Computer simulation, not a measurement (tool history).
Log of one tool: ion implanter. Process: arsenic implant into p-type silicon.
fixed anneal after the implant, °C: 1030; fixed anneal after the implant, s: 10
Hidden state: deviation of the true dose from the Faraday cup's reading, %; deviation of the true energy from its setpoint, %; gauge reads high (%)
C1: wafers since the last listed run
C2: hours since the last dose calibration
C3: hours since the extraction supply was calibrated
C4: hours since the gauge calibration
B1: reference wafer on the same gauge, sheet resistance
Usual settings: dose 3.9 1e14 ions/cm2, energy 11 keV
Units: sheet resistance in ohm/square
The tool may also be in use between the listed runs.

run 1 day=0 | dose=3.9 energy=12.5 | C1=0 C2=38.8 C3=4414.9 C4=2126.1 | B1=264.05 | sheet_resistance=307.28
run 2 day=3.254 | dose=4.65 energy=12 | C1=695 C2=116.9 C3=4493 C4=2204.2 | B1=264.04 | sheet_resistance=271.44
run 3 day=6.058 | dose=4.79 energy=11 | C1=599 C2=184.2 C3=4560.3 C4=2271.5 | B1=264.06 | sheet_resistance=267.6
run 4 day=8.021 | dose=4.79 energy=11 | C1=419 C2=231.3 C3=4607.4 C4=2318.6 | B1=264.08 | sheet_resistance=268.29
run 5 day=9.75 | dose=4.79 energy=11 | C1=369 C2=272.8 C3=4648.9 C4=2360.1 | B1=264.03 | sheet_resistance=268.06
run 6 day=12.238 | dose=3.9 energy=11 | C1=531 C2=332.5 C3=4708.6 C4=2419.8 | B1=263.97 | sheet_resistance=312.1
run 7 day=21.542 | dose=3.9 energy=11 | C1=1988 C2=555.8 C3=4931.9 C4=2643.1 | B1=263.99 | sheet_resistance=313.33
run 8 day=24.021 | dose=3.9 energy=11 | C1=529 C2=615.3 C3=4991.4 C4=2702.6 | B1=264 | sheet_resistance=313.29
run 9 day=26.879 | dose=3.9 energy=13.5 | C1=610 C2=683.9 C3=5060 C4=2771.2 | B1=264.07 | sheet_resistance=307.5
-- day=29.225 extraction supply calibrated
run 10 day=29.588 | dose=4.38 energy=12.5 | C1=507 C2=748.9 C3=8.7 C4=2836.2 | B1=264.04 | sheet_resistance=284.61
-- day=32.354 Faraday cup replaced and dose calibrated, repeated, since the last time left the tool worse
run 11 day=32.771 | dose=4.38 energy=12.5 | C1=608 C2=10 C3=85.1 C4=2912.6 | B1=263.97 | sheet_resistance=271.09
run 12 day=37.25 | dose=4.38 energy=12.5 | C1=957 C2=117.5 C3=192.6 C4=3020.1 | B1=263.97 | sheet_resistance=271.03
run 13 day=46.542 | dose=3.45 energy=12.5 | C1=1985 C2=340.5 C3=415.6 C4=3243.1 | B1=264.04 | sheet_resistance=324.34
run 14 day=50.954 | dose=3.9 energy=9 | C1=942 C2=446.4 C3=521.5 C4=3349 | B1=264.05 | sheet_resistance=304.3
-- day=52.654 gauge calibrated
run 15 day=53.208 | dose=5.01 energy=9 | C1=481 C2=500.5 C3=575.6 C4=13.3 | B1=263.88 | sheet_resistance=255.24
run 16 day=54.954 | dose=3.9 energy=11 | C1=373 C2=542.4 C3=617.5 C4=55.2 | B1=264.14 | sheet_resistance=300.29
run 17 day=57.671 | dose=4.91 energy=8.5 | C1=580 C2=607.6 C3=682.7 C4=120.4 | B1=263.97 | sheet_resistance=260.99
run 18 day=61.912 | dose=3.3 energy=8 | C1=906 C2=709.4 C3=784.5 C4=222.2 | B1=264.02 | sheet_resistance=349.85
run 19 day=66.138 | dose=3.18 energy=11 | C1=902 C2=810.8 C3=885.9 C4=323.6 | B1=263.94 | sheet_resistance=351.65
run 20 day=67.938 | dose=4.9 energy=11 | C1=384 C2=854 C3=929.1 C4=366.8 | B1=263.9 | sheet_resistance=255.63
run 21 day=70.771 | dose=5.03 energy=7.5 | C1=605 C2=922 C3=997.1 C4=434.8 | B1=263.93 | sheet_resistance=259.99
run 22 day=72.604 | dose=3.9 energy=11 | C1=391 C2=966 C3=1041.1 C4=478.8 | B1=263.97 | sheet_resistance=301.48
run 23 day=75.112 | dose=3.45 energy=12.5 | C1=535 C2=1026.2 C3=1101.3 C4=539 | B1=264.06 | sheet_resistance=326.96
run 24 day=78.925 | dose=4.47 energy=13.5 | C1=814 C2=1117.7 C3=1192.8 C4=630.5 | B1=264.05 | sheet_resistance=267.82
run 25 day=82.812 | dose=4.98 energy=14.5 | C1=830 C2=1211 C3=1286.1 C4=723.8 | B1=263.97 | sheet_resistance=246.5
run 26 day=85.425 | dose=3.53 energy=8.5 | C1=558 C2=1273.7 C3=1348.8 C4=786.5 | B1=264.01 | sheet_resistance=335.4
run 27 day=87.979 | dose=3.9 energy=11 | C1=545 C2=1335 C3=1410.1 C4=847.8 | B1=264.17 | sheet_resistance=303.54
run 28 day=89.746 | dose=3.25 energy=11 | C1=377 C2=1377.4 C3=1452.5 C4=890.2 | B1=263.84 | sheet_resistance=349.11
run 29 day=93.717 | dose=2.93 energy=11 | C1=848 C2=1472.7 C3=1547.8 C4=985.5 | B1=264.05 | sheet_resistance=374.74

Forecast run 30:
run 30 day=96.583 | dose=4.39 energy=9.5 | C1=612 C2=1541.5 C3=1616.6 C4=1054.3 | B1=? | sheet_resistance=?

B1: 263.95
sheet resistance: 283.58 ohm/square
Without the tool's hidden state the same run would have given sheet resistance 278.85 ohm/square.
